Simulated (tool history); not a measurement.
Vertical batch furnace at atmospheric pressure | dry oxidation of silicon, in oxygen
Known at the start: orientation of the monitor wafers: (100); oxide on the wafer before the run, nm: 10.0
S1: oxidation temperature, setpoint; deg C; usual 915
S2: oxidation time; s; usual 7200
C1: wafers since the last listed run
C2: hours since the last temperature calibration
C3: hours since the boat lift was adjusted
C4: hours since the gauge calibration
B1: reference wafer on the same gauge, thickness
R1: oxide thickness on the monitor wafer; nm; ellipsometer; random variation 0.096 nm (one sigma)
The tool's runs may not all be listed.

run    hour   S1     S2    C1      C2      C3      C4     B1     R1
  1     0.0  932   7200     0  2389.0  4083.6  1685.4  33.85  45.24
  2    60.5  932   7200   477  2449.5  4144.1  1745.9  33.87  45.27
  3   188.6  932   9960  1010  2577.6  4272.2  1874.0  33.88  56.37
  4   276.9  932   9960   696  2665.9  4360.5  1962.3  33.92  56.19
  5   354.6  932   9960   612  2743.6  4438.2  2040.0  33.94  56.09
  6   424.9  927   7200   554  2813.9  4508.5  2110.3  33.96  43.28
  7   469.0  927   7200   347  2858.0  4552.6  2154.4  33.97  43.33
      498.9  -- boat lift adjusted
  8   511.7  915   7200   147  2900.7    12.8  2197.1  33.96  38.80
  9   562.7  915   6060   402  2951.7    63.8  2248.1  34.00  35.13
 10   655.6  915   7200   732  3044.6   156.7  2341.0  33.98  38.93
 11   759.1  915   7200   816  3148.1   260.2  2444.5  34.01  38.87
 12   818.0  915   7200   464  3207.0   319.1  2503.4  34.03  38.89
 13   991.5  915   7200  1368  3380.5   492.6  2676.9  34.03  39.09
 14  1092.2  907  10710   794  3481.2   593.3  2777.6  34.09  46.34
 15  1172.2  903   7200   630  3561.2   673.3  2857.6  34.09  34.82
 16  1219.1  930   6150   369  3608.1   720.2  2904.5  34.13  40.48
 17  1260.0  932   4080   322  3649.0   761.1  2945.4  34.10  32.22
 18  1335.6  915  10170   596  3724.6   836.7  3021.0  34.14  48.57
 19  1408.7  908   4890   576  3797.7   909.8  3094.1  34.16  29.41
 20  1508.6  915   7200   787  3897.6  1009.7  3194.0  34.18  38.75
     1531.0  -- gauge calibrated
 21  1569.5  915   7200   480  3958.5  1070.6    38.5  33.53  38.35
 22  1610.2  927  10470   320  3999.2  1111.3    79.2  33.57  54.96
 23  1651.8  937   7200   328  4040.8  1152.9   120.8  33.53  46.99
     1752.0  -- thermocouples replaced and temperature profile calibrated
 24  1902.2  915   7200  1785   150.2  1403.3   371.2  33.61  38.28
 25  2001.3  915   4080   781   249.3  1502.4   470.3  33.61  27.81
 26  2168.4  915   7200  1317   416.4  1669.5   637.4  33.65  38.50
 27  2226.6  894   8670   459   474.6  1727.7   695.6  33.70  35.50
 28  2277.1  915   7200   398   525.1  1778.2   746.1  33.65  38.53
 29  2374.1  937   3840   765   622.1  1875.2   843.1  33.68  32.14
 30  2452.5  932   9960   618   700.5  1953.6   921.5  33.70  55.63
 31  2493.9  923   4890   326   741.9  1995.0   962.9  33.68  32.86
 32  2594.7  905  10590   795   842.7  2095.8  1063.7  33.76  44.41
 33  2683.7  915   9750   701   931.7  2184.8  1152.7  33.78  46.70
 34  2749.5  915   7200   518   997.5  2250.6  1218.5  33.77  38.67
 35  2824.8  932   4140   593  1072.8  2325.9  1293.8  33.79  32.47
 36  2913.1  901  10380   696  1161.1  2414.2  1382.1  33.78  42.33
 37  2986.4  915   7200   578  1234.4  2487.5  1455.4  33.81  38.65

Run 38 comes next. What will it give?
 38  3088.6  932  7200  806  1336.6  2589.7  1557.6   ?   ?

{"run 38": {"B1": 33.84, "R1": 45.25}}
Without the tool's hidden state the same run would have given R1 44.94 nm.

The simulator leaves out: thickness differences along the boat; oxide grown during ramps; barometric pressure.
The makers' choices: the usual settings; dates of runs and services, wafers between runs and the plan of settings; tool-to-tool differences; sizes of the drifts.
